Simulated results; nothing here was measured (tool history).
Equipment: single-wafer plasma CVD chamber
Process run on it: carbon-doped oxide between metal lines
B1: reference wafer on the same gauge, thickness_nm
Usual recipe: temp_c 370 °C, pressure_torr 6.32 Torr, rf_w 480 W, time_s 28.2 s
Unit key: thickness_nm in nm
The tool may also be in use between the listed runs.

Run 1, hour 0: usual settings; B1 119.912. Result: thickness_nm 137.324 nm.
Run 2, hour 91: usual settings; B1 119.97. Result: thickness_nm 136.467 nm.
Run 3, hour 172.1: usual settings but temp_c 378 °C; B1 119.925. Result: thickness_nm 133.742 nm.
Run 4, hour 211.6: usual settings but temp_c 378 °C; B1 119.965. Result: thickness_nm 132.971 nm.
Run 5, hour 269.3: usual settings but pressure_torr 5.53 Torr; B1 120.005. Result: thickness_nm 134.389 nm.
Run 6, hour 475.7: usual settings but pressure_torr 5.53 Torr; B1 120.105. Result: thickness_nm 133.556 nm.
Run 7, hour 539: usual settings but pressure_torr 5.53 Torr; B1 119.788. Result: thickness_nm 133.155 nm.
Run 8, hour 624.6: usual settings; B1 119.975. Result: thickness_nm 134.942 nm.
Run 9, hour 668.6: usual settings; B1 120.086. Result: thickness_nm 135.671 nm.
At hour 704.7: RF generator calibrated.
Run 10, hour 739.4: usual settings but temp_c 379 °C, time_s 27 s; B1 120.215. Result: thickness_nm 130.957 nm.
At hour 793.3: capacitance manometer re-zeroed and calibrated.
Run 11, hour 899.3: usual settings; B1 120.078. Result: thickness_nm 138.689 nm.
Run 12, hour 946.1: usual settings; B1 120.039. Result: thickness_nm 139.014 nm.
At hour 957.4: gauge calibrated.
Run 13, hour 1027.1: usual settings but time_s 26.6 s; B1 119.966. Result: thickness_nm 131.114 nm.
At hour 1105.6: thermocouple changed; heater temperature recalibrated.
Run 14, hour 1106.1: usual settings but temp_c 356 °C, rf_w 385 W; B1 119.966. Result: thickness_nm 129.091 nm.
Run 15, hour 1149.7: usual settings but temp_c 358 °C, pressure_torr 7.41 Torr, rf_w 425 W, time_s 26.2 s; B1 119.935. Result: thickness_nm 126.364 nm.
At hour 1244.4: showerhead replaced.
Run 16, hour 1244.9: usual settings; B1 119.989. Result: thickness_nm 138.337 nm.

Run 17, settings as shown, results not yet in. Your forecast:
Run 17, hour 1283.6: usual settings but temp_c 363 °C, rf_w 520 W, time_s 29.8 s; B1 ?. Result: thickness_nm ?.

{"run 17": {"B1": 119.813, "thickness_nm": 153.689}}
The same run, on a tool lacking any hidden state, would have yielded thickness_nm 155.064 nm.
